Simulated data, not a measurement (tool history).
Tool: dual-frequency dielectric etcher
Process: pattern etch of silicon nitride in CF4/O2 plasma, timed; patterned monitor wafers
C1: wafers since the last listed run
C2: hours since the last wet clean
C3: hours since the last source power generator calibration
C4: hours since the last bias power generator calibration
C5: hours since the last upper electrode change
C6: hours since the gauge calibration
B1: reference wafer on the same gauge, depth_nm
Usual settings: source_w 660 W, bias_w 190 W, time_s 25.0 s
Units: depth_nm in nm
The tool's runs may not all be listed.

{"run": 1, "hour": 0.0, "source_w": 660, "bias_w": 166, "time_s": 25.0, "C1": 0, "C2": 153.8, "C3": 2184.4, "C4": 4622.1, "C5": 1555.7, "C6": 1288.9, "B1": 54.6, "depth_nm": 68.2}
{"run": 2, "hour": 57.0, "source_w": 660, "bias_w": 155, "time_s": 25.0, "C1": 737, "C2": 210.8, "C3": 2241.4, "C4": 4679.1, "C5": 1612.7, "C6": 1345.9, "B1": 54.6, "depth_nm": 66.6}
{"run": 3, "hour": 81.5, "source_w": 660, "bias_w": 155, "time_s": 25.0, "C1": 317, "C2": 235.3, "C3": 2265.9, "C4": 4703.6, "C5": 1637.2, "C6": 1370.4, "B1": 54.6, "depth_nm": 66.7}
{"run": 4, "hour": 128.6, "source_w": 660, "bias_w": 155, "time_s": 25.0, "C1": 609, "C2": 282.4, "C3": 2313.0, "C4": 4750.7, "C5": 1684.3, "C6": 1417.5, "B1": 54.6, "depth_nm": 66.8}
{"run": 5, "hour": 158.1, "source_w": 660, "bias_w": 190, "time_s": 25.0, "C1": 381, "C2": 311.9, "C3": 2342.5, "C4": 4780.2, "C5": 1713.8, "C6": 1447.0, "B1": 54.6, "depth_nm": 68.7}
{"run": 6, "hour": 220.4, "source_w": 660, "bias_w": 190, "time_s": 25.0, "C1": 806, "C2": 374.2, "C3": 2404.8, "C4": 4842.5, "C5": 1776.1, "C6": 1509.3, "B1": 54.6, "depth_nm": 68.3}
{"run": 7, "hour": 250.0, "source_w": 660, "bias_w": 190, "time_s": 25.0, "C1": 383, "C2": 403.8, "C3": 2434.4, "C4": 4872.1, "C5": 1805.7, "C6": 1538.9, "B1": 54.6, "depth_nm": 68.5}
{"run": 8, "hour": 292.2, "source_w": 660, "bias_w": 190, "time_s": 25.0, "C1": 546, "C2": 446.0, "C3": 2476.6, "C4": 4914.3, "C5": 1847.9, "C6": 1581.1, "B1": 54.5, "depth_nm": 68.4}
{"run": 9, "hour": 350.3, "source_w": 660, "bias_w": 190, "time_s": 25.0, "C1": 752, "C2": 504.1, "C3": 2534.7, "C4": 4972.4, "C5": 1906.0, "C6": 1639.2, "B1": 54.6, "depth_nm": 68.0}
{"run": 10, "hour": 420.5, "source_w": 660, "bias_w": 190, "time_s": 20.0, "C1": 908, "C2": 574.3, "C3": 2604.9, "C4": 5042.6, "C5": 1976.2, "C6": 1709.4, "B1": 54.6, "depth_nm": 54.4}
{"hour": 488.8, "done": "wet clean of the chamber"}
{"run": 11, "hour": 489.3, "source_w": 660, "bias_w": 190, "time_s": 20.0, "C1": 579, "C2": 0.5, "C3": 2673.7, "C4": 5111.4, "C5": 2045.0, "C6": 1778.2, "B1": 54.6, "depth_nm": 56.1}
{"hour": 504.2, "done": "source power generator calibrated"}
{"run": 12, "hour": 538.6, "source_w": 660, "bias_w": 190, "time_s": 25.0, "C1": 586, "C2": 49.8, "C3": 34.4, "C4": 5160.7, "C5": 2094.3, "C6": 1827.5, "B1": 54.6, "depth_nm": 66.2}
{"hour": 563.9, "done": "gauge calibrated"}
{"hour": 576.2, "done": "upper electrode replaced"}
{"hour": 599.0, "done": "bias power generator calibrated"}
{"run": 13, "hour": 605.9, "source_w": 660, "bias_w": 190, "time_s": 25.0, "C1": 508, "C2": 117.1, "C3": 101.7, "C4": 6.9, "C5": 29.7, "C6": 42.0, "B1": 54.6, "depth_nm": 66.1}
{"run": 14, "hour": 670.4, "source_w": 580, "bias_w": 190, "time_s": 25.0, "C1": 834, "C2": 181.6, "C3": 166.2, "C4": 71.4, "C5": 94.2, "C6": 106.5, "B1": 54.6, "depth_nm": 57.7}
{"run": 15, "hour": 707.6, "source_w": 710, "bias_w": 158, "time_s": 21.0, "C1": 481, "C2": 218.8, "C3": 203.4, "C4": 108.6, "C5": 131.4, "C6": 143.7, "B1": 54.5, "depth_nm": 57.3}
{"run": 16, "hour": 738.0, "source_w": 660, "bias_w": 169, "time_s": 19.5, "C1": 393, "C2": 249.2, "C3": 233.8, "C4": 139.0, "C5": 161.8, "C6": 174.1, "B1": 54.6, "depth_nm": 50.1}
{"run": 17, "hour": 796.5, "source_w": 800, "bias_w": 155, "time_s": 28.5, "C1": 757, "C2": 307.7, "C3": 292.3, "C4": 197.5, "C5": 220.3, "C6": 232.6, "B1": 54.6, "depth_nm": 87.2}
{"run": 18, "hour": 826.1, "source_w": 660, "bias_w": 156, "time_s": 25.0, "C1": 383, "C2": 337.3, "C3": 321.9, "C4": 227.1, "C5": 249.9, "C6": 262.2, "B1": 54.7, "depth_nm": 63.2}
{"run": 19, "hour": 880.4, "source_w": 660, "bias_w": 229, "time_s": 32.0, "C1": 702, "C2": 391.6, "C3": 376.2, "C4": 281.4, "C5": 304.2, "C6": 316.5, "B1": 54.6, "depth_nm": 87.4}
{"run": 20, "hour": 987.3, "source_w": 660, "bias_w": 190, "time_s": 25.0, "C1": 1383, "C2": 498.5, "C3": 483.1, "C4": 388.3, "C5": 411.1, "C6": 423.4, "B1": 54.6, "depth_nm": 65.1}
{"run": 21, "hour": 1022.6, "source_w": 700, "bias_w": 163, "time_s": 27.5, "C1": 456, "C2": 533.8, "C3": 518.4, "C4": 423.6, "C5": 446.4, "C6": 458.7, "B1": 54.6, "depth_nm": 73.6}
{"hour": 1064.7, "done": "wet clean of the chamber"}
{"run": 22, "hour": 1068.3, "source_w": 700, "bias_w": 190, "time_s": 18.5, "C1": 280, "C2": 3.6, "C3": 564.1, "C4": 469.3, "C5": 492.1, "C6": 504.4, "B1": 54.5, "depth_nm": 53.7}

Run 23 comes next. What will it give?
{"run": 23, "hour": 1106.4, "source_w": 660, "bias_w": 214, "time_s": 25.0, "C1": 493, "C2": 41.7, "C3": 602.2, "C4": 507.4, "C5": 530.2, "C6": 542.5, "B1": "?", "depth_nm": "?"}

B1: 54.7
depth_nm: 70.1 nm
Without the tool's hidden state the same run would have given depth_nm 69.2 nm.

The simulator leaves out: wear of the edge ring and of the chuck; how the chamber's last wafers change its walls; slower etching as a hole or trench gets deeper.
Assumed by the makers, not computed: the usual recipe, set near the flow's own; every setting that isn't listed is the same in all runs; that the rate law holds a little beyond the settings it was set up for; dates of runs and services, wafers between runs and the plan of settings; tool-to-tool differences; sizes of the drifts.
